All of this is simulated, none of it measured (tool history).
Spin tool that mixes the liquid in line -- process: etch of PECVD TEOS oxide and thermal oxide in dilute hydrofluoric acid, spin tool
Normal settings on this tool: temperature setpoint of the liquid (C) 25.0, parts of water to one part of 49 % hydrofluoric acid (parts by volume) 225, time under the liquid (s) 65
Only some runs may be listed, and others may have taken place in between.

run	hour	temperature setpoint of the liquid (C)	parts of water to one part of 49 % hydrofluoric acid (parts by volume)	time under the liquid (s)	wafers since the last listed run	hours since the thermometer was replaced	hours since the hydrofluoric acid flow meter was replaced	hours since the gauge calibration	read-back film thickness of the PECVD TEOS oxide reference wafer, read on the same gauge (nm)	read-back film thickness of the thermal oxide reference wafer, read on the same gauge (nm)	thickness taken off the PECVD TEOS oxide on a monitor wafer (angstrom)	thickness taken off the thermal oxide on a monitor wafer (angstrom)
1	0.0	25.0	225	65	0	426.4	362.0	421.4	80.00	149.982	60.9	11.22
2	80.7	25.0	225	65	620	507.1	442.7	502.1	80.00	149.990	60.5	11.24
3	127.8	25.0	225	65	362	554.2	489.8	549.2	80.00	150.026	59.9	11.00
4	195.1	25.0	225	65	517	621.5	557.1	616.5	79.99	149.997	59.5	11.66
5	294.1	25.0	225	65	761	720.5	656.1	715.5	80.02	149.989	60.2	11.07
6	378.1	25.0	225	65	645	804.5	740.1	799.5	80.02	150.018	59.8	11.42
7	479.4	25.0	225	65	778	905.8	841.4	900.8	79.96	149.997	58.9	11.02
8	527.0	25.0	225	65	366	953.4	889.0	948.4	80.02	149.993	58.8	11.23
9	615.9	25.0	140	65	683	1042.3	977.9	1037.3	80.03	150.030	104.1	20.02
# hour 674.6: gauge calibrated
10	723.1	27.5	225	75	824	1149.5	1085.1	48.5	80.00	150.018	74.4	13.99
11	789.5	29.0	225	65	510	1215.9	1151.5	114.9	79.99	149.984	67.5	12.80
12	838.5	29.0	225	65	376	1264.9	1200.5	163.9	80.03	149.999	67.3	12.60
13	901.1	25.0	225	65	481	1327.5	1263.1	226.5	80.00	150.013	57.7	10.89
# hour 955.9: hydrofluoric acid flow meter replaced
14	989.9	25.0	175	65	675	1416.3	34.0	315.3	80.01	149.984	77.8	15.50
15	1028.8	22.5	225	65	299	1455.2	72.9	354.2	79.99	150.023	52.8	10.24
# hour 1098.4: thermometer replaced
16	1109.8	25.0	225	65	615	11.4	153.9	435.2	79.99	149.976	62.4	12.12
17	1194.6	27.5	225	100	652	96.2	238.7	520.0	80.01	150.027	104.6	19.60
18	1232.3	21.5	295	85	289	133.9	276.4	557.7	79.98	150.004	50.5	9.59
19	1295.4	25.0	225	65	485	197.0	339.5	620.8	79.99	150.006	61.5	11.63
20	1389.2	21.0	125	40	721	290.8	433.3	714.6	79.98	149.961	65.0	12.35
21	1484.0	22.0	290	65	728	385.6	528.1	809.4	80.02	150.019	39.8	7.49
22	1544.1	25.0	135	50	462	445.7	588.2	869.5	79.98	150.009	86.8	16.69
23	1615.7	29.5	320	65	550	517.3	659.8	941.1	80.00	149.970	44.9	8.59
24	1681.5	22.0	225	80	505	583.1	725.6	1006.9	80.01	149.983	66.9	12.90
25	1771.5	25.0	225	65	692	673.1	815.6	1096.9	80.00	149.965	60.1	11.32

Branching from run 25: 5 alternative next runs. What would each branch give?
A	1771.9	25.0	225	85	3	673.5	816.0	1097.3	?	?	?	?
B	1771.9	29.5	225	90	3	673.5	816.0	1097.3	?	?	?	?
C	1771.9	25.0	225	35	3	673.5	816.0	1097.3	?	?	?	?
D	1771.9	25.0	160	65	3	673.5	816.0	1097.3	?	?	?	?
E	1771.9	26.5	325	30	3	673.5	816.0	1097.3	?	?	?	?

run	read-back film thickness of the PECVD TEOS oxide reference wafer, read on the same gauge (nm)	read-back film thickness of the thermal oxide reference wafer, read on the same gauge (nm)	thickness taken off the PECVD TEOS oxide on a monitor wafer (angstrom)	thickness taken off the thermal oxide on a monitor wafer (angstrom)
A	80.00	149.989	78.6	15.28
B	80.00	149.989	97.6	18.98
C	80.00	149.989	32.4	6.29
D	80.00	149.989	90.7	17.63
E	80.00	149.989	18.3	3.56
Had the tool no hidden state, the same runs would have come out as:
run	thickness taken off the PECVD TEOS oxide on a monitor wafer (angstrom)	thickness taken off the thermal oxide on a monitor wafer (angstrom)
A	81.5	15.84
B	101.0	19.64
C	33.6	6.52
D	94.2	18.31
E	18.9	3.68

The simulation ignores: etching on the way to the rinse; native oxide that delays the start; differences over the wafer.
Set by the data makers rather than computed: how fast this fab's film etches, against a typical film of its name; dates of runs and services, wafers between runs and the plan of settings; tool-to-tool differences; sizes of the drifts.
